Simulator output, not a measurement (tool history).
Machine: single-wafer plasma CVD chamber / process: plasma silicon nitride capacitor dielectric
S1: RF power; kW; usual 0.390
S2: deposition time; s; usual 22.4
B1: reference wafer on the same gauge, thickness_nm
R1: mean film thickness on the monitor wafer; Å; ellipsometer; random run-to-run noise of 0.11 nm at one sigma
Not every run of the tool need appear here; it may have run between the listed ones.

run    hour     S1    S2      B1      R1
  1     0.0  0.390  22.4  29.405  290.11
  2    32.9  0.390  22.4  29.381  292.23
  3    58.2  0.390  22.4  29.371  291.19
  4    70.9  0.390  22.4  29.352  291.59
  5    89.2  0.390  22.4  29.329  290.25
  6   110.9  0.390  22.4  29.362  291.13
  7   127.4  0.390  22.4  29.329  290.64
  8   160.7  0.410  21.4  29.295  281.52
  9   196.3  0.410  21.4  29.323  280.79
 10   215.4  0.410  21.4  29.335  281.03
 11   235.0  0.390  22.4  29.308  289.97
 12   280.4  0.390  22.4  29.293  290.71
 13   293.8  0.390  22.4  29.254  290.61
 14   317.6  0.390  22.4  29.294  290.84
 15   348.2  0.450  25.3  29.241  337.08
 16   448.5  0.370  23.4  29.261  301.40
 17   482.2  0.390  22.4  29.232  291.03
 18   498.7  0.390  22.4  29.215  289.29
      511.6  -- gauge calibrated
 19   516.0  0.410  21.0  30.149  284.60
 20   543.0  0.345  25.5  30.099  333.34
      564.0  -- RF generator calibrated
 21   572.9  0.390  24.7  29.998  329.72
      590.0  -- showerhead replaced
 22   605.1  0.345  18.0  29.937  233.89
 23   625.7  0.465  22.4  29.895  305.49
 24   638.0  0.465  21.0  29.844  287.39
 25   662.4  0.390  22.4  29.830  296.75
 26   686.6  0.340  25.1  29.830  323.51
 27   718.4  0.335  25.2  29.730  322.36
 28   745.0  0.390  22.4  29.712  295.61
 29   758.9  0.360  22.4  29.665  291.58
 30   775.2  0.390  22.4  29.634  295.00
 31   807.8  0.410  22.4  29.619  296.04
 32   825.5  0.325  19.6  29.631  248.51
 33   857.8  0.390  22.4  29.573  293.94
 34   939.3  0.360  20.8  29.480  266.42
 35   960.2  0.315  22.4  29.512  282.94
 36   994.4  0.435  22.4  29.451  298.75
 37  1010.5  0.390  23.5  29.440  306.43

Alternative continuations, all from the tool just after run 37; predict every row:
  A  1010.9  0.390  25.9   ?   ?
  B  1010.9  0.390  24.3   ?   ?
  C  1010.9  0.455  22.4   ?   ?
  D  1010.9  0.350  20.7   ?   ?

run      B1      R1
  A  29.459  340.11
  B  29.459  319.10
  C  29.459  302.68
  D  29.459  266.70
What these runs would have given with no unlogged condition in the tool:
run      R1
  A  346.40
  B  325.00
  C  308.28
  D  271.63
